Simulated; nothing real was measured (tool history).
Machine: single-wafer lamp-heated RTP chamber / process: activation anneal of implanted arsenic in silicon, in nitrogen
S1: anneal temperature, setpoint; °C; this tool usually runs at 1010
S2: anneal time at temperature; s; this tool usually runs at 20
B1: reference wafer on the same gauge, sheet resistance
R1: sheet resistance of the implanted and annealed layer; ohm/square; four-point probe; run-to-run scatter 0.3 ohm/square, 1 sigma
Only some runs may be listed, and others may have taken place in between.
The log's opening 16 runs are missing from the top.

run    hour    S1  S2      B1      R1
 17   486.0  1010  14  198.03  172.43
 18   509.7   989  16  197.93  174.80
 19   529.5  1010  20  198.09  171.02
      541.3  -- pyrometer window cleaned and pyrometer calibrated
 20   547.8  1028  29  198.13  165.90
 21   578.7  1010  12  197.95  172.70
 22   607.9  1001  20  198.15  171.05
      616.9  -- gauge calibrated
 23   621.5  1010  20  197.94  170.67
 24   647.1  1025  25  198.01  166.92
 25   681.5  1022  20  198.15  169.14
 26   698.2   990  23  198.06  171.69
 27   720.1   992  12  198.00  174.90
      734.8  -- reflector plate cleaned
      743.8  -- pyrometer window cleaned and pyrometer calibrated, repeated, since the last time left the tool worse
 28   746.9  1010  20  197.92  172.32
 29   766.6  1034  23  198.00  168.05
 30   791.0  1010  20  198.06  171.83
 31   809.8  1010  20  197.97  171.70
 32   890.8  1010  15  197.95  172.65
 33   914.4   998  17  198.16  174.12
 34   943.9   984  30  197.86  172.78
 35   959.7  1019  12  198.00  173.29
 36   988.8   987  20  198.11  174.98
 37  1006.1  1010  27  198.07  169.80
 38  1029.8   997  24  197.94  172.32

Predict each of these 3 candidate next runs independently; none follows another, all start after run 38:
  A  1030.2  1010  20   ?   ?
  B  1030.2   994  20   ?   ?
  C  1030.2  1028  30   ?   ?

run      B1      R1
  A  198.01  171.24
  B  198.01  173.22
  C  198.01  166.69
Without the tool's unlogged condition, the same runs would have read:
run      R1
  A  171.71
  B  173.70
  C  167.21
